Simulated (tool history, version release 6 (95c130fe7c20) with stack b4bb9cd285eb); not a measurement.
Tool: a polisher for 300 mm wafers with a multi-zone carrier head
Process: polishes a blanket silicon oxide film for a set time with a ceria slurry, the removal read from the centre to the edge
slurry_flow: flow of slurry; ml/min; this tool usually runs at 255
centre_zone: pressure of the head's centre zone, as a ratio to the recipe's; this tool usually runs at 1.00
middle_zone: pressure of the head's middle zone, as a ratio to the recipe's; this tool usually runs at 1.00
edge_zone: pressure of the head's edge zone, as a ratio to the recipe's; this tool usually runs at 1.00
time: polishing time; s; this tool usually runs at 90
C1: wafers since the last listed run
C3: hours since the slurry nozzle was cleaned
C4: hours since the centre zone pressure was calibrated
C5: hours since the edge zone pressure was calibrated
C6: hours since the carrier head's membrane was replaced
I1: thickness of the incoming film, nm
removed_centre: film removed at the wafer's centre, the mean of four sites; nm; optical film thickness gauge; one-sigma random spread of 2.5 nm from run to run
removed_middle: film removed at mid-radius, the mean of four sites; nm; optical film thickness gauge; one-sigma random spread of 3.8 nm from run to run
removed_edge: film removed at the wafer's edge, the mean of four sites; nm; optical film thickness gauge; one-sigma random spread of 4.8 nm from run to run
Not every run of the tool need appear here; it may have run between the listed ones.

run 1 hour=0.0 | slurry_flow=330 centre_zone=1.00 middle_zone=1.00 edge_zone=1.00 time=90 | C1=0 wafers_polished_on_this_pad=291 C3=354.7 C4=24.1 C5=106.2 C6=26.7 | I1=1739.3 | removed_centre=322.1 removed_middle=331.0 removed_edge=324.4
run 2 hour=7.4 | slurry_flow=205 centre_zone=1.00 middle_zone=1.06 edge_zone=0.97 time=103 | C1=81 wafers_polished_on_this_pad=372 C3=362.1 C4=31.5 C5=113.6 C6=34.1 | I1=1745.5 | removed_centre=354.2 removed_middle=385.5 removed_edge=355.2
run 3 hour=22.8 | slurry_flow=230 centre_zone=1.00 middle_zone=1.00 edge_zone=1.04 time=90 | C1=169 wafers_polished_on_this_pad=542 C3=377.5 C4=46.9 C5=129.0 C6=49.5 | I1=1700.1 | removed_centre=315.7 removed_middle=328.2 removed_edge=330.2
run 4 hour=30.8 | slurry_flow=300 centre_zone=1.00 middle_zone=0.91 edge_zone=0.96 time=78 | C1=88 wafers_polished_on_this_pad=630 C3=385.5 C4=54.9 C5=137.0 C6=57.5 | I1=1729.3 | removed_centre=274.0 removed_middle=261.9 removed_edge=283.7
run 5 hour=37.6 | slurry_flow=305 centre_zone=0.89 middle_zone=1.00 edge_zone=1.00 time=90 | C1=74 wafers_polished_on_this_pad=705 C3=392.3 C4=61.7 C5=143.8 C6=64.3 | I1=1738.1 | removed_centre=287.4 removed_middle=330.3 removed_edge=336.1
run 6 hour=49.0 | slurry_flow=210 centre_zone=1.05 middle_zone=1.00 edge_zone=0.88 time=90 | C1=125 wafers_polished_on_this_pad=830 C3=403.7 C4=73.1 C5=155.2 C6=75.7 | I1=1728.2 | removed_centre=321.2 removed_middle=322.1 removed_edge=306.7
run 7 hour=62.9 | slurry_flow=325 centre_zone=1.00 middle_zone=1.07 edge_zone=1.08 time=116 | C1=153 wafers_polished_on_this_pad=984 C3=417.6 C4=87.0 C5=169.1 C6=89.6 | I1=1741.8 | removed_centre=415.6 removed_middle=456.3 removed_edge=451.1
run 8 hour=73.1 | slurry_flow=255 centre_zone=1.00 middle_zone=1.00 edge_zone=1.00 time=90 | C1=112 wafers_polished_on_this_pad=1096 C3=427.8 C4=97.2 C5=179.3 C6=99.8 | I1=1749.9 | removed_centre=320.3 removed_middle=331.6 removed_edge=327.6
-- hour=78.9 slurry nozzle cleaned
run 9 hour=84.9 | slurry_flow=255 centre_zone=1.00 middle_zone=1.00 edge_zone=1.00 time=90 | C1=118 wafers_polished_on_this_pad=1215 C3=6.0 C4=109.0 C5=191.1 C6=111.6 | I1=1696.5 | removed_centre=313.3 removed_middle=325.0 removed_edge=327.3
run 10 hour=97.6 | slurry_flow=255 centre_zone=1.00 middle_zone=0.94 edge_zone=1.05 time=90 | C1=139 wafers_polished_on_this_pad=1355 C3=18.7 C4=121.7 C5=203.8 C6=124.3 | I1=1743.8 | removed_centre=320.1 removed_middle=309.5 removed_edge=337.2
-- hour=102.0 worn pad replaced by a new one
run 11 hour=111.3 | slurry_flow=255 centre_zone=1.00 middle_zone=1.00 edge_zone=1.00 time=90 | C1=106 wafers_polished_on_this_pad=102 C3=32.4 C4=135.4 C5=217.5 C6=138.0 | I1=1711.1 | removed_centre=315.2 removed_middle=323.0 removed_edge=335.9
run 12 hour=128.1 | slurry_flow=290 centre_zone=1.00 middle_zone=1.04 edge_zone=0.94 time=113 | C1=184 wafers_polished_on_this_pad=287 C3=49.2 C4=152.2 C5=234.3 C6=154.8 | I1=1725.1 | removed_centre=400.7 removed_middle=425.3 removed_edge=403.3
run 13 hour=143.9 | slurry_flow=255 centre_zone=1.00 middle_zone=1.00 edge_zone=1.06 time=104 | C1=173 wafers_polished_on_this_pad=461 C3=65.0 C4=168.0 C5=250.1 C6=170.6 | I1=1740.4 | removed_centre=364.2 removed_middle=367.1 removed_edge=392.3
run 14 hour=160.7 | slurry_flow=330 centre_zone=1.00 middle_zone=1.00 edge_zone=1.00 time=90 | C1=184 wafers_polished_on_this_pad=646 C3=81.8 C4=184.8 C5=266.9 C6=187.4 | I1=1726.2 | removed_centre=326.6 removed_middle=343.3 removed_edge=339.4
run 15 hour=167.8 | slurry_flow=255 centre_zone=1.00 middle_zone=1.11 edge_zone=1.00 time=90 | C1=78 wafers_polished_on_this_pad=724 C3=88.9 C4=191.9 C5=274.0 C6=194.5 | I1=1702.1 | removed_centre=317.9 removed_middle=360.7 removed_edge=332.7
run 16 hour=194.2 | slurry_flow=310 centre_zone=0.91 middle_zone=1.00 edge_zone=1.00 time=90 | C1=290 wafers_polished_on_this_pad=1014 C3=115.3 C4=218.3 C5=300.4 C6=220.9 | I1=1739.0 | removed_centre=293.9 removed_middle=325.4 removed_edge=336.4
run 17 hour=207.3 | slurry_flow=255 centre_zone=1.00 middle_zone=0.92 edge_zone=1.00 time=90 | C1=144 wafers_polished_on_this_pad=1159 C3=128.4 C4=231.4 C5=313.5 C6=234.0 | I1=1733.1 | removed_centre=312.6 removed_middle=307.0 removed_edge=324.1
run 18 hour=220.1 | slurry_flow=190 centre_zone=1.00 middle_zone=0.95 edge_zone=0.91 time=121 | C1=140 wafers_polished_on_this_pad=1300 C3=141.2 C4=244.2 C5=326.3 C6=246.8 | I1=1730.2 | removed_centre=405.4 removed_middle=407.3 removed_edge=414.9
run 19 hour=235.1 | slurry_flow=305 centre_zone=0.89 middle_zone=1.00 edge_zone=1.00 time=90 | C1=165 wafers_polished_on_this_pad=1465 C3=156.2 C4=259.2 C5=341.3 C6=261.8 | I1=1766.8 | removed_centre=287.2 removed_middle=336.7 removed_edge=334.4
-- hour=243.5 worn pad replaced by a new one
run 20 hour=246.4 | slurry_flow=255 centre_zone=1.03 middle_zone=1.00 edge_zone=1.00 time=90 | C1=80 wafers_polished_on_this_pad=32 C3=167.5 C4=270.5 C5=352.6 C6=273.1 | I1=1703.6 | removed_centre=326.7 removed_middle=331.3 removed_edge=332.6
run 21 hour=260.2 | slurry_flow=195 centre_zone=1.00 middle_zone=1.00 edge_zone=1.00 time=90 | C1=151 wafers_polished_on_this_pad=184 C3=181.3 C4=284.3 C5=366.4 C6=286.9 | I1=1765.1 | removed_centre=302.0 removed_middle=321.7 removed_edge=322.1
run 22 hour=271.9 | slurry_flow=255 centre_zone=1.00 middle_zone=1.00 edge_zone=1.00 time=90 | C1=128 wafers_polished_on_this_pad=312 C3=193.0 C4=296.0 C5=378.1 C6=298.6 | I1=1707.1 | removed_centre=313.2 removed_middle=322.1 removed_edge=320.9
run 23 hour=288.7 | slurry_flow=310 centre_zone=1.04 middle_zone=1.12 edge_zone=1.00 time=90 | C1=184 wafers_polished_on_this_pad=497 C3=209.8 C4=312.8 C5=394.9 C6=315.4 | I1=1717.6 | removed_centre=333.6 removed_middle=356.1 removed_edge=331.0

Exercise: give the hidden state of the tool at every run:
removal rate lost through wear of the pad, %: 0 in every run
slurry flow missing at the pad, %: 0 in every run
deviation of the centre zone's pressure from its setpoint, %: 0 in every run
deviation of the edge zone's pressure from its setpoint, %: 0 in every run
